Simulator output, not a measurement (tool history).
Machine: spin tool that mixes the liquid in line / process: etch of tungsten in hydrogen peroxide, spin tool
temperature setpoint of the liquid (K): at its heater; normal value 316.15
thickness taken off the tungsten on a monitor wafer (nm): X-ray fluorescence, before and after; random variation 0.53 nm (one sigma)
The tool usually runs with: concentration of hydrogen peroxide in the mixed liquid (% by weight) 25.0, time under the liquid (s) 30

run    hour  temperature setpoint of the liquid (K)  concentration of hydrogen peroxide in the mixed liquid (% by weight)  time under the liquid (s)  read-back film thickness of the tungsten reference wafer, read on the same gauge (nm)  thickness taken off the tungsten on a monitor wafer (nm)
  1     0.0                                  316.15                                                                  25.0                         30                                                                                 150.03                                                     52.77
  2   183.5                                  316.15                                                                  25.0                         35                                                                                 149.95                                                     61.59
  3   283.8                                  316.15                                                                  25.0                         35                                                                                 149.98                                                     61.09
  4   385.6                                  323.15                                                                  25.0                         15                                                                                 149.98                                                     40.37
      453.0  -- gauge calibrated
  5   453.2                                  316.15                                                                  25.0                         30                                                                                 150.01                                                     51.50
  6   535.2                                  316.15                                                                  25.0                         30                                                                                 150.03                                                     52.43
      566.7  -- heated supply line repaired
  7   608.2                                  316.15                                                                  29.0                         30                                                                                 149.98                                                     56.16
      690.6  -- thermometer replaced
  8   696.2                                  316.15                                                                  29.0                         30                                                                                 150.01                                                     55.50
  9   800.6                                  316.15                                                                  29.0                         30                                                                                 149.95                                                     54.69
 10   836.9                                  316.15                                                                  25.0                         30                                                                                 150.04                                                     51.92
 11   884.0                                  323.65                                                                  18.0                         15                                                                                 150.03                                                     34.52
 12   975.6                                  309.65                                                                  30.0                         20                                                                                 150.00                                                     25.04
 13  1012.8                                  316.15                                                                  27.0                         30                                                                                 149.94                                                     53.26
 14  1089.4                                  308.65                                                                  18.5                         25                                                                                 150.00                                                     22.43
     1155.4  -- new drum of peroxide connected
 15  1185.6                                  316.15                                                                  25.0                         30                                                                                 150.02                                                     52.64
     1189.3  -- peroxide flow meter replaced
 16  1259.1                                  312.15                                                                  27.0                         30                                                                                 150.05                                                     43.09
 17  1353.7                                  308.15                                                                  25.0                         30                                                                                 149.97                                                     31.12
 18  1427.6                                  320.15                                                                  25.0                         45                                                                                 150.04                                                    101.62
 19  1525.3                                  316.15                                                                  25.0                         30                                                                                 150.01                                                     52.75
 20  1593.0                                  321.15                                                                  25.0                         30                                                                                 150.01                                                     70.50
 21  1668.6                                  308.65                                                                  22.0                         45                                                                                 150.03                                                     44.65
 22  1733.7                                  324.65                                                                  19.5                         20                                                                                 149.96                                                     51.80
 23  1791.2                                  316.15                                                                  21.5                         45                                                                                 149.99                                                     70.96
 24  1888.1                                  316.15                                                                  25.0                         30                                                                                 150.05                                                     50.24
 25  1972.4                                  316.15                                                                  25.0                         30                                                                                 150.00                                                     51.85

What would each run have given without the hidden state, its run-to-run variation left as it was?
Hidden state present: liquid colder than its thermometer reads (K); peroxide flow below the setpoint (%); temperature lost on the way to the wafer (K); peroxide weaker than its label (%); gauge reads high (%).
run  thickness taken off the tungsten on a monitor wafer (nm)
  1                                                     53.03
  2                                                     62.32
  3                                                     62.04
  4                                                     41.16
  5                                                     52.63
  6                                                     53.76
  7                                                     57.74
  8                                                     57.25
  9                                                     56.65
 10                                                     53.85
 11                                                     35.87
 12                                                     26.11
 13                                                     55.63
 14                                                     23.49
 15                                                     53.19
 16                                                     43.66
 17                                                     31.64
 18                                                    103.62
 19                                                     53.98
 20                                                     72.33
 21                                                     45.94
 22                                                     53.43
 23                                                     73.36
 24                                                     52.13
 25                                                     53.98
